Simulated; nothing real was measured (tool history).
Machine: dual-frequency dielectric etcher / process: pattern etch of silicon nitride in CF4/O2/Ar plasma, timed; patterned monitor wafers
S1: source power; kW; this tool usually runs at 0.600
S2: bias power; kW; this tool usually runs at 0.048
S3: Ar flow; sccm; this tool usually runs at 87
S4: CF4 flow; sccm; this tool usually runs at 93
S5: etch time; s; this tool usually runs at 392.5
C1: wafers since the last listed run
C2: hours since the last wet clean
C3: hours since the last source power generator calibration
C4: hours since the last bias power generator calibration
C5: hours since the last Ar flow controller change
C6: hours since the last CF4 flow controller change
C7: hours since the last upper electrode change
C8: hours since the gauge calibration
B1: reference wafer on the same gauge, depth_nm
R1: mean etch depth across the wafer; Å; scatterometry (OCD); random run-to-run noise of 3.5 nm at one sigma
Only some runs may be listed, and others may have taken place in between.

run   hour     S1     S2  S3  S4     S5   C1     C2      C3     C4      C5      C6      C7      C8     B1     R1
  1    0.0  0.600  0.048  87  81  392.5    0   49.1  1562.8  145.7  1877.9  2956.8  3016.7  1707.4  896.8   8104
      16.1  -- gauge calibrated
      92.0  -- CF4 flow controller replaced
  2   92.5  0.600  0.056  87  93  392.5  429  141.6  1655.3  238.2  1970.4     0.5  3109.2    76.4  896.3   8921
  3  133.6  0.600  0.048  87  93  392.5  203  182.7  1696.4  279.3  2011.5    41.6  3150.3   117.5  895.4   8160
  4  177.0  0.600  0.048  87  93  392.5  215  226.1  1739.8  322.7  2054.9    85.0  3193.7   160.9  896.6   8165
  5  225.2  0.600  0.056  87  93  463.5  239  274.3  1788.0  370.9  2103.1   133.2  3241.9   209.1  896.6  10434
  6  255.5  0.600  0.048  87  93  392.5  150  304.6  1818.3  401.2  2133.4   163.5  3272.2   239.4  896.1   8164
  7  310.2  0.660  0.048  87  93  509.5  271  359.3  1873.0  455.9  2188.1   218.2  3326.9   294.1  895.7  11615
     340.8  -- source power generator calibrated
     353.4  -- upper electrode replaced
  8  375.7  0.600  0.048  93  93  353.0  242  424.8    34.9  521.4  2253.6   283.7    22.3   359.6  894.9   7279
     414.2  -- wet clean of the chamber
  9  414.7  0.600  0.048  87  93  392.5   74    0.5    73.9  560.4  2292.6   322.7    61.3   398.6  895.7   8179
 10  430.0  0.660  0.048  87  93  392.5   75   15.8    89.2  575.7  2307.9   338.0    76.6   413.9  895.5   8893
     494.0  -- Ar flow controller replaced
 11  497.6  0.670  0.048  87  93  392.5  305   83.4   156.8  643.3     3.6   405.6   144.2   481.5  896.4   9121
 12  543.7  0.600  0.048  87  93  392.5  228  129.5   202.9  689.4    49.7   451.7   190.3   527.6  896.2   8054
 13  580.0  0.600  0.055  87  85  392.5  180  165.8   239.2  725.7    86.0   488.0   226.6   563.9  896.1   8713
 14  621.3  0.450  0.048  99  93  392.5  204  207.1   280.5  767.0   127.3   529.3   267.9   605.2  896.9   6090
 15  676.2  0.490  0.054  87  84  392.5  272  262.0   335.4  821.9   182.2   584.2   322.8   660.1  896.0   7049
 16  710.6  0.540  0.048  70  93  392.5  170  296.4   369.8  856.3   216.6   618.6   357.2   694.5  895.0   7426
 17  748.1  0.680  0.048  87  93  392.5  185  333.9   407.3  893.8   254.1   656.1   394.7   732.0  895.5   9155

Run 18 has not been measured yet. What should we expect?
 18  793.7  0.670  0.048  87  102  337.5  226  379.5  452.9  939.4  299.7  701.7  440.3  777.6   ?   ?

Run 18 came out at B1 895.0, R1 7829 Å.
Were there no unlogged condition in the tool, this run, its random variation unchanged, would have produced R1 7960 Å.
